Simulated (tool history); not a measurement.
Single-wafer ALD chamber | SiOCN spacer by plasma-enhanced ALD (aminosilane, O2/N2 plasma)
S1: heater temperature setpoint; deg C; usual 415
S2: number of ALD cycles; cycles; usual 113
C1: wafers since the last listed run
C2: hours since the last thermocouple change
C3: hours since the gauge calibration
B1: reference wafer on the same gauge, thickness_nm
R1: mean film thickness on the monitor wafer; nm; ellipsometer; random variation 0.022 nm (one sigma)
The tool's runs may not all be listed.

run    hour   S1   S2   C1      C2      C3     B1     R1
  1     0.0  415  113    0  1327.3   472.4  6.991  6.099
  2    47.6  415  113  109  1374.9   520.0  6.996  6.049
  3    72.0  415  113   56  1399.3   544.4  6.974  6.080
  4   113.3  415  113   95  1440.6   585.7  6.976  6.106
  5   145.8  415  113   74  1473.1   618.2  6.970  6.117
  6   211.7  415  113  151  1539.0   684.1  6.986  6.090
  7   273.3  415  113  142  1600.6   745.7  6.988  6.126
  8   324.1  415  113  117  1651.4   796.5  6.982  6.101
  9   355.7  415  113   72  1683.0   828.1  6.972  6.098
 10   409.1  415  106  123  1736.4   881.5  6.980  5.708
 11   439.5  415  106   70  1766.8   911.9  6.981  5.713
 12   487.1  415  106  109  1814.4   959.5  6.978  5.678
 13   514.7  424  113   63  1842.0   987.1  6.979  5.866
 14   565.2  424  113  116  1892.5  1037.6  6.975  5.880
 15   612.9  424  113  109  1940.2  1085.3  6.994  5.874
 16   679.8  415  113  154  2007.1  1152.2  6.979  6.082
 17   706.7  410  113   62  2034.0  1179.1  6.983  6.188
 18   742.0  410  113   81  2069.3  1214.4  6.976  6.206
 19   783.6  410  113   95  2110.9  1256.0  6.967  6.175
 20   842.7  415  113  136  2170.0  1315.1  6.988  6.056
 21   879.0  415  113   83  2206.3  1351.4  6.970  6.067
 22   938.4  415  113  136  2265.7  1410.8  6.977  6.087
 23  1009.2  415  113  163  2336.5  1481.6  6.978  6.076
 24  1076.6  415  113  155  2403.9  1549.0  6.986  6.027
 25  1138.6  406  103  142  2465.9  1611.0  6.992  5.696
 26  1196.9  428   96  134  2524.2  1669.3  6.970  4.876
 27  1252.0  415  113  127  2579.3  1724.4  6.990  6.068
 28  1291.2  425   94   90  2618.5  1763.6  6.978  4.867
 29  1499.3  415  132  479  2826.6  1971.7  6.982  7.032
 30  1570.5  427   95  164  2897.8  2042.9  6.988  4.846
 31  1614.4  419  113  101  2941.7  2086.8  6.982  5.912

Run 32 comes next. What will it give?
 32  1679.0  429  122  148  3006.3  2151.4   ?   ?

B1: 6.975
R1: 6.127 nm
Without the tool's hidden state the same run would have given R1 6.262 nm.
